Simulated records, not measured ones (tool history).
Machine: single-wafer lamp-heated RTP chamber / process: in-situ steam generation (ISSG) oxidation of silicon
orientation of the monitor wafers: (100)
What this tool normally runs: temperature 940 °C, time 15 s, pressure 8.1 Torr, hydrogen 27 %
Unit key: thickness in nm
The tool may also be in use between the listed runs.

run   hour  temperature  time  pressure  hydrogen  wafers since the last listed run  wafers since the last pyrometer calibration  hours since the pressure gauge was zeroed  hours since the hydrogen flow controller was replaced  hours since the gauge calibration  read-back reference wafer on the same gauge, thickness  thickness
  1      0          940    15       8.1        27                                 0                                         6200                                     4286.6                                                 1804.5                               77.9                                                   3.461      4.116
  2    6.3          940    15       8.1        27                                60                                         6260                                     4292.9                                                 1810.8                               84.2                                                   3.459      4.115
  3   17.2          940    15       8.1        27                               103                                         6364                                     4303.8                                                 1821.7                               95.1                                                    3.46      4.107
  4   28.5          940    15       8.1        27                               107                                         6472                                     4315.1                                                   1833                              106.4                                                   3.459      4.112
  5   39.3          940    15       8.1        27                               103                                         6575                                     4325.9                                                 1843.8                              117.2                                                    3.46      4.113
  6   45.4          940    15       8.1        27                                58                                         6633                                       4332                                                 1849.9                              123.3                                                   3.459      4.132
  7   60.5          940    15       8.1        27                               144                                         6777                                     4347.1                                                   1865                              138.4                                                   3.461      4.111
  8   67.3          940    15       8.1        27                                64                                         6842                                     4353.9                                                 1871.8                              145.2                                                   3.461      4.112
  9     81          940    15       8.1        27                               130                                         6973                                     4367.6                                                 1885.5                              158.9                                                    3.46      4.117
 10   95.9          940    15       8.1        27                               142                                         7115                                     4382.5                                                 1900.4                              173.8                                                   3.461      4.135
     119.6  -- pressure gauge zeroed
 11  120.1          940    15       8.1        27                               154                                         7269                                        0.5                                                 1924.6                                198                                                   3.459      4.117
 12  125.3          940    15       8.1        27                                49                                         7319                                        5.7                                                 1929.8                              203.2                                                    3.46      4.133
 13  136.4          940    15       8.1        27                               105                                         7425                                       16.8                                                 1940.9                              214.3                                                   3.462      4.132
 14  149.9          940    15       8.1        27                               128                                         7553                                       30.3                                                 1954.4                              227.8                                                   3.461      4.138
 15  167.8          920    17       8.1        27                               170                                         7724                                       48.2                                                 1972.3                              245.7                                                   3.461      4.106
 16  177.3          948    17       8.1        27                                90                                         7815                                       57.7                                                 1981.8                              255.2                                                   3.462      4.439
 17  193.3          940    15       8.1        27                               152                                         7967                                       73.7                                                 1997.8                              271.2                                                   3.458      4.131
     208.7  -- hydrogen flow controller replaced
     223.9  -- pyrometer window cleaned and pyrometer calibrated
 18  232.6          940    15       8.1        27                               222                                           83                                        113                                                   23.9                              310.5                                                   3.458      4.021
     234.4  -- gauge calibrated
 19  242.4          940    15       7.1        27                                93                                          176                                      122.8                                                   33.7                                  8                                                    3.46      4.022
 20  253.7          940    15       8.1        23                               107                                          284                                      134.1                                                     45                               19.3                                                    3.46      3.871
 21  269.3          940    15       8.1        27                               148                                          433                                      149.7                                                   60.6                               34.9                                                   3.461       4.04
 22  277.5          940    15       8.6        27                                78                                          511                                      157.9                                                   68.8                               43.1                                                   3.459       4.02
 23  283.8          940    15       8.1        27                                60                                          571                                      164.2                                                   75.1                               49.4                                                   3.459      4.054
 24  294.8          947    15       8.8        18                               104                                          676                                      175.2                                                   86.1                               60.4                                                   3.462      3.704
 25  304.2          954    12       8.6        27                                89                                          765                                      184.6                                                   95.5                               69.8                                                   3.461      3.835
 26  313.7          923    13       8.1        21                                90                                          856                                      194.1                                                    105                               79.3                                                   3.459      3.463

List, for all runs, the conditions of the tool that the log does not record:
true pressure minus gauge reading, Torr: 0 at every run
deviation of the hydrogen flow from its setpoint, %: 0 at every run
gauge reads high (%): 0 at every run
H1: true wafer temperature minus pyrometer reading, K
run     H1
  1   8.61
  2   8.68
  3   8.82
  4   8.96
  5   9.09
  6   9.16
  7   9.35
  8   9.43
  9    9.6
 10   9.78
 11   10.1
 12   10.1
 13   10.3
 14   10.4
 15   10.7
 16   10.8
 17     11
 18   0.54
 19   0.66
 20  0.799
 21  0.991
 22   1.09
 23   1.17
 24    1.3
 25   1.42
 26   1.54
